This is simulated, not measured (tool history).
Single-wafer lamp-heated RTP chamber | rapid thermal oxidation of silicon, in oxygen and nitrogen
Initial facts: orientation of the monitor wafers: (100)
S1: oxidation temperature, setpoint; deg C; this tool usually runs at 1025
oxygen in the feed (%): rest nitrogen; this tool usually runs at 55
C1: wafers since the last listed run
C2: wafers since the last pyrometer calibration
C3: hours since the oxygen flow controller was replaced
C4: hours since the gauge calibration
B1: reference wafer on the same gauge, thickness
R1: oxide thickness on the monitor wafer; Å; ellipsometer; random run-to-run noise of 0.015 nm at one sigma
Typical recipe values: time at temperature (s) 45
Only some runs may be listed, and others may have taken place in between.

Run 1, hour 0.0: usual settings; C1 0; C2 2874; C3 2609.4; C4 13.6; B1 5.528. Result: R1 48.17 Å.
Run 2, hour 35.8: usual settings; C1 233; C2 3108; C3 2645.2; C4 49.4; B1 5.500. Result: R1 48.48 Å.
Run 3, hour 56.4: usual settings but S1 1012 deg C, time at temperature (s) 32; C1 134; C2 3243; C3 2665.8; C4 70.0; B1 5.493. Result: R1 38.23 Å.
Run 4, hour 90.4: usual settings but S1 1012 deg C, time at temperature (s) 32; C1 222; C2 3465; C3 2699.8; C4 104.0; B1 5.487. Result: R1 38.19 Å.
Run 5, hour 121.7: usual settings but S1 1012 deg C, time at temperature (s) 32; C1 204; C2 3669; C3 2731.1; C4 135.3; B1 5.485. Result: R1 38.24 Å.
Run 6, hour 143.7: usual settings but oxygen in the feed (%) 71; C1 143; C2 3813; C3 2753.1; C4 157.3; B1 5.471. Result: R1 52.53 Å.
Run 7, hour 170.1: usual settings but oxygen in the feed (%) 71; C1 172; C2 3986; C3 2779.5; C4 183.7; B1 5.472. Result: R1 52.41 Å.
At hour 201.4: oxygen flow controller replaced.
Run 8, hour 201.9: usual settings; C1 155; C2 4141; C3 0.5; C4 215.5; B1 5.469. Result: R1 47.78 Å.
At hour 220.2: pyrometer window cleaned and pyrometer calibrated.
At hour 224.7: gauge calibrated.
Run 9, hour 229.2: usual settings but S1 1019 deg C; C1 126; C2 58; C3 27.8; C4 4.5; B1 5.529. Result: R1 46.19 Å.
Run 10, hour 246.7: usual settings but S1 1011 deg C; C1 114; C2 173; C3 45.3; C4 22.0; B1 5.519. Result: R1 43.73 Å.
Run 11, hour 274.7: usual settings but S1 1044 deg C; C1 182; C2 356; C3 73.3; C4 50.0; B1 5.500. Result: R1 54.67 Å.
Run 12, hour 345.4: usual settings but S1 1034 deg C, time at temperature (s) 29, oxygen in the feed (%) 69; C1 461; C2 818; C3 144.0; C4 120.7; B1 5.484. Result: R1 45.82 Å.
Run 13, hour 377.7: usual settings but S1 1010 deg C, time at temperature (s) 33, oxygen in the feed (%) 47; C1 211; C2 1029; C3 176.3; C4 153.0; B1 5.470. Result: R1 36.26 Å.
Run 14, hour 393.3: usual settings but S1 1052 deg C, time at temperature (s) 59; C1 101; C2 1130; C3 191.9; C4 168.6; B1 5.476. Result: R1 64.81 Å.
Run 15, hour 410.5: usual settings but time at temperature (s) 65, oxygen in the feed (%) 27; C1 112; C2 1243; C3 209.1; C4 185.8; B1 5.471. Result: R1 44.03 Å.
Run 16, hour 436.3: usual settings; C1 168; C2 1411; C3 234.9; C4 211.6; B1 5.472. Result: R1 47.95 Å.
Run 17, hour 454.7: usual settings; C1 120; C2 1532; C3 253.3; C4 230.0; B1 5.469. Result: R1 47.73 Å.
Run 18, hour 489.2: usual settings but S1 1042 deg C; C1 225; C2 1757; C3 287.8; C4 264.5; B1 5.468. Result: R1 53.74 Å.
Run 19, hour 503.7: usual settings but S1 1019 deg C; C1 94; C2 1852; C3 302.3; C4 279.0; B1 5.466. Result: R1 45.96 Å.

For each entry between runs, how does the tool's hidden state at the last listed run before it compare with that at the first listed run after it?
Between runs 7 and 8: oxygen flow controller replaced (hour 201.4)
  gauge reads high (%): -0.992 -> -1.04
  measured less the result without the state, R1: -0.53 -> -0.50 Å
Between runs 8 and 9: pyrometer window cleaned and pyrometer calibrated (hour 220.2); gauge calibrated (hour 224.7)
  gauge reads high (%): -1.04 -> -0.0902
  measured less the result without the state, R1: -0.50 -> -0.04 Å

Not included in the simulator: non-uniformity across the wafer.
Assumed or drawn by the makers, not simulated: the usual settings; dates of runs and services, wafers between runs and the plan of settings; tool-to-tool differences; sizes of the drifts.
